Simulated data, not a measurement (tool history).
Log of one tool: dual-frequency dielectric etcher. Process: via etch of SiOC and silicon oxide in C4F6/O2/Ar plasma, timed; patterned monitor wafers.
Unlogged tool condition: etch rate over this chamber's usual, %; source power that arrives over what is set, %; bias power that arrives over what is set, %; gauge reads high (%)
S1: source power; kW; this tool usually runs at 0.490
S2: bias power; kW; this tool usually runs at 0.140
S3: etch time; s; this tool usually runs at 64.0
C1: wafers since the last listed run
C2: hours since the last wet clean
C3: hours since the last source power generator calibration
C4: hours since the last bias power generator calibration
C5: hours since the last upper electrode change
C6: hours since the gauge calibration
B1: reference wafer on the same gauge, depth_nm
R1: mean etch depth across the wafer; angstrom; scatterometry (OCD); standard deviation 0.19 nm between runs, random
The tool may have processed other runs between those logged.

run   hour     S1     S2    S3   C1     C2      C3      C4      C5     C6    B1   R1
  1    0.0  0.490  0.140  64.0    0  234.1  1962.8  2141.8  3908.0   94.0  92.9  792
  2   19.3  0.490  0.140  64.0  165  253.4  1982.1  2161.1  3927.3  113.3  93.0  795
  3   32.8  0.490  0.140  64.0  115  266.9  1995.6  2174.6  3940.8  126.8  93.0  792
  4   48.6  0.490  0.140  64.0  135  282.7  2011.4  2190.4  3956.6  142.6  93.0  793
  5   83.4  0.490  0.140  64.0  298  317.5  2046.2  2225.2  3991.4  177.4  93.0  795
  6  102.1  0.490  0.140  64.0  160  336.2  2064.9  2243.9  4010.1  196.1  93.0  796
  7  123.8  0.490  0.140  64.0  186  357.9  2086.6  2265.6  4031.8  217.8  93.0  790
     127.2  -- gauge calibrated
  8  137.9  0.430  0.140  64.0  121  372.0  2100.7  2279.7  4045.9   10.7  93.0  756
     160.7  -- bias power generator calibrated
     172.9  -- wet clean of the chamber
  9  173.4  0.540  0.140  77.5  165    0.5  2136.2    12.7  4081.4   46.2  93.0  997
     213.8  -- upper electrode replaced
 10  214.3  0.490  0.140  64.0  145   41.4  2177.1    53.6     0.5   87.1  92.9  794
 11  214.6  0.370  0.140  52.5    2   41.7  2177.4    53.9     0.8   87.4  93.0  586
     225.7  -- source power generator calibrated
 12  237.6  0.490  0.140  64.0  163   64.7    11.9    76.9    23.8  110.4  93.0  793
 13  253.1  0.410  0.140  64.0  133   80.2    27.4    92.4    39.3  125.9  93.0  741
 14  279.6  0.540  0.127  79.5  227  106.7    53.9   118.9    65.8  152.4  93.0  998
 15  303.8  0.400  0.140  82.5  207  130.9    78.1   143.1    90.0  176.6  93.0  945
     328.6  -- gauge calibrated
 16  339.8  0.530  0.140  74.5  309  166.9   114.1   179.1   126.0   11.2  93.0  953

Predict each of these 3 candidate next runs independently; none follows another, all start after run 16:
  A  340.2  0.490  0.140  64.0   3  167.3  114.5  179.5  126.4  11.6   ?   ?
  B  340.2  0.570  0.174  80.0   3  167.3  114.5  179.5  126.4  11.6   ?   ?
  C  340.2  0.520  0.151  64.0   3  167.3  114.5  179.5  126.4  11.6   ?   ?

run    B1    R1
  A  93.0   796
  B  93.0  1128
  C  93.0   834
What these runs would have given with no unlogged condition in the tool:
run    R1
  A   796
  B  1128
  C   834
